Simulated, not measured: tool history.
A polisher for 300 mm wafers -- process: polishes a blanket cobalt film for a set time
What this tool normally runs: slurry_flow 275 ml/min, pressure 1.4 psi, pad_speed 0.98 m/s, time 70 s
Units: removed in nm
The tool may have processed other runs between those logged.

run,hour,slurry_flow,pressure,pad_speed,time,wafers since the last listed run,wafers polished on this pad,hours since the slurry nozzle was cleaned,hours since the head pressure was calibrated,"incoming thickness of the incoming film, nm",removed
1,0.0,275,1.4,0.98,70,0,2365,307.8,150.7,908.4,223.3
2,71.5,275,1.4,0.98,70,604,2969,379.3,222.2,902.0,221.1
3,150.1,275,1.4,0.98,70,664,3634,457.9,300.8,898.4,221.2
4,190.4,210,1.4,0.98,70,340,3975,498.2,341.1,902.2,213.0
# hour 201.2: worn pad replaced by a new one
5,214.8,210,1.4,0.98,70,172,114,522.6,365.5,899.4,216.3
6,261.5,275,1.7,1.06,70,394,509,569.3,412.2,896.5,270.1
7,311.5,275,1.7,1.06,70,422,932,619.3,462.2,903.4,269.2
8,374.7,275,1.4,0.98,70,534,1466,682.5,525.4,906.9,218.0
9,415.0,325,1.4,0.98,70,340,1807,722.8,565.7,902.5,218.4
# hour 454.5: slurry nozzle cleaned
10,479.1,325,1.4,0.98,70,533,2341,24.6,629.8,892.7,215.1
# hour 518.6: head pressure recalibrated
11,549.2,325,1.4,0.98,70,575,2917,94.7,30.6,897.7,230.8
12,594.4,275,1.4,0.76,63,382,3299,139.9,75.8,897.5,158.1
13,635.7,275,1.7,0.98,70,349,3648,181.2,117.1,881.5,256.8
# hour 659.3: worn pad replaced by a new one
14,812.1,275,1.7,0.98,70,1457,1292,357.6,293.5,909.5,257.6
15,872.2,275,1.4,0.98,70,508,1800,417.7,353.6,913.5,225.1
16,933.4,275,1.4,1.16,70,517,2317,478.9,414.8,884.7,264.2
17,987.5,275,1.4,0.98,70,457,2775,533.0,468.9,910.1,219.8
18,1017.8,275,1.4,0.98,70,256,3031,563.3,499.2,905.1,217.6
19,1053.2,345,1.4,0.98,70,299,3330,598.7,534.6,901.6,223.1
# hour 1084.2: worn pad replaced by a new one
20,1104.6,275,1.4,0.98,70,400,172,650.1,586.0,899.5,216.5
21,1172.7,220,1.6,0.98,70,575,748,718.2,654.1,884.4,226.7
22,1207.3,275,1.0,0.98,70,292,1040,752.8,688.7,889.5,173.9
# hour 1223.6: slurry nozzle cleaned
23,1270.5,275,1.4,0.98,64,525,1566,46.9,751.9,896.0,190.0
# hour 1280.0: head pressure recalibrated
24,1301.6,245,1.7,1.22,82,246,1812,78.0,21.6,911.7,373.2
25,1336.6,275,1.4,0.98,70,295,2108,113.0,56.6,899.9,226.4
26,1365.2,235,1.4,0.98,70,241,2350,141.6,85.2,915.5,221.5
27,1409.1,275,1.4,0.98,70,371,2721,185.5,129.1,896.9,227.9
28,1460.6,245,1.4,1.28,70,435,3157,237.0,180.6,900.4,293.6
29,1507.3,275,1.4,0.90,70,394,3552,283.7,227.3,905.1,205.4
# hour 1540.5: worn pad replaced by a new one
30,1547.6,275,1.4,0.98,70,306,60,324.0,267.6,904.4,222.9
31,1581.8,230,1.3,1.16,57,289,349,358.2,301.8,910.3,199.4
32,1617.2,275,1.4,0.98,70,299,648,393.6,337.2,909.6,221.3
33,1650.5,325,1.4,0.98,70,281,930,426.9,370.5,906.7,226.4
34,1713.0,275,1.4,0.76,88,528,1458,489.4,433.0,890.7,212.8
35,1781.1,275,1.6,0.78,62,575,2034,557.5,501.1,910.9,169.6
36,1841.2,305,1.4,0.98,48,508,2542,617.6,561.2,884.8,150.2
37,1910.4,275,1.4,0.98,70,585,3127,686.8,630.4,908.2,214.4
38,1959.9,275,1.4,0.98,62,418,3546,736.3,679.9,903.8,189.3

Below are 3 alternative next runs, each starting from the tool's condition after run 38. Predict each:
A,1960.3,275,1.4,1.32,70,3,3549,736.7,680.3,881.9,?
B,1960.3,275,1.9,0.64,70,3,3549,736.7,680.3,881.9,?
C,1960.3,275,1.4,0.72,78,3,3549,736.7,680.3,881.9,?

run,removed
A,286.7
B,171.1
C,174.2
With the hidden condition removed and each run's random variation left untouched, the same runs would have given:
run,removed
A,305.4
B,182.3
C,185.6
